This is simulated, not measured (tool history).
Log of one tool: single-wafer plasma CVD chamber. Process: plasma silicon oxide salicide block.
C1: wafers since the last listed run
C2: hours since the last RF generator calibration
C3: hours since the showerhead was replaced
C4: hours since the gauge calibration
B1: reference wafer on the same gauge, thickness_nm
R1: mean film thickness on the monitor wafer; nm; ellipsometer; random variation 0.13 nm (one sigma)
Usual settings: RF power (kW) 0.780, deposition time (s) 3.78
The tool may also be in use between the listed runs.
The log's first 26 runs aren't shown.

Run 27, hour 1459.3: usual settings but RF power (kW) 0.820, deposition time (s) 4.44; C1 955; C2 2585.8; C3 752.7; C4 157.9; B1 45.222. Result: R1 45.414 nm.
At hour 1468.3: RF generator calibrated.
Run 28, hour 1525.6: usual settings but RF power (kW) 0.655; C1 1291; C2 57.3; C3 819.0; C4 224.2; B1 45.245. Result: R1 37.645 nm.
Run 29, hour 1580.2: usual settings but RF power (kW) 0.730, deposition time (s) 4.39; C1 1209; C2 111.9; C3 873.6; C4 278.8; B1 45.164. Result: R1 44.836 nm.
Run 30, hour 1610.9: usual settings but RF power (kW) 0.725, deposition time (s) 3.39; C1 680; C2 142.6; C3 904.3; C4 309.5; B1 45.185. Result: R1 34.617 nm.
Run 31, hour 1647.2: usual settings but RF power (kW) 0.725, deposition time (s) 3.39; C1 804; C2 178.9; C3 940.6; C4 345.8; B1 45.206. Result: R1 34.612 nm.
Run 32, hour 1719.2: usual settings; C1 1595; C2 250.9; C3 1012.6; C4 417.8; B1 45.197. Result: R1 39.356 nm.
Run 33, hour 1750.0: usual settings but RF power (kW) 0.825, deposition time (s) 3.43; C1 682; C2 281.7; C3 1043.4; C4 448.6; B1 45.165. Result: R1 35.954 nm.
Run 34, hour 1807.9: usual settings but RF power (kW) 0.640, deposition time (s) 4.35; C1 1282; C2 339.6; C3 1101.3; C4 506.5; B1 45.182. Result: R1 43.374 nm.
Run 35, hour 1833.8: usual settings but RF power (kW) 0.665, deposition time (s) 4.09; C1 573; C2 365.5; C3 1127.2; C4 532.4; B1 45.177. Result: R1 40.934 nm.
Run 36, hour 1896.5: usual settings; C1 1389; C2 428.2; C3 1189.9; C4 595.1; B1 45.177. Result: R1 39.022 nm.
Run 37, hour 1921.7: usual settings but deposition time (s) 4.08; C1 558; C2 453.4; C3 1215.1; C4 620.3; B1 45.206. Result: R1 42.406 nm.
Run 38, hour 1951.6: usual settings; C1 662; C2 483.3; C3 1245.0; C4 650.2; B1 45.185. Result: R1 39.162 nm.

Forecast each of these 3 alternatives for the next run:
Run A, hour 1952.0: usual settings but RF power (kW) 0.910; C1 8; C2 483.7; C3 1245.4; C4 650.6; B1 ?. Result: R1 ?.
Run B, hour 1952.0: usual settings but RF power (kW) 0.720, deposition time (s) 3.30; C1 8; C2 483.7; C3 1245.4; C4 650.6; B1 ?. Result: R1 ?.
Run C, hour 1952.0: usual settings but RF power (kW) 0.895, deposition time (s) 4.10; C1 8; C2 483.7; C3 1245.4; C4 650.6; B1 ?. Result: R1 ?.

run      B1      R1
  A  45.185  40.734
  B  45.185  33.607
  C  45.185  44.001
Without the tool's hidden state the same runs would have given:
run      R1
  A  40.787
  B  33.651
  C  44.059
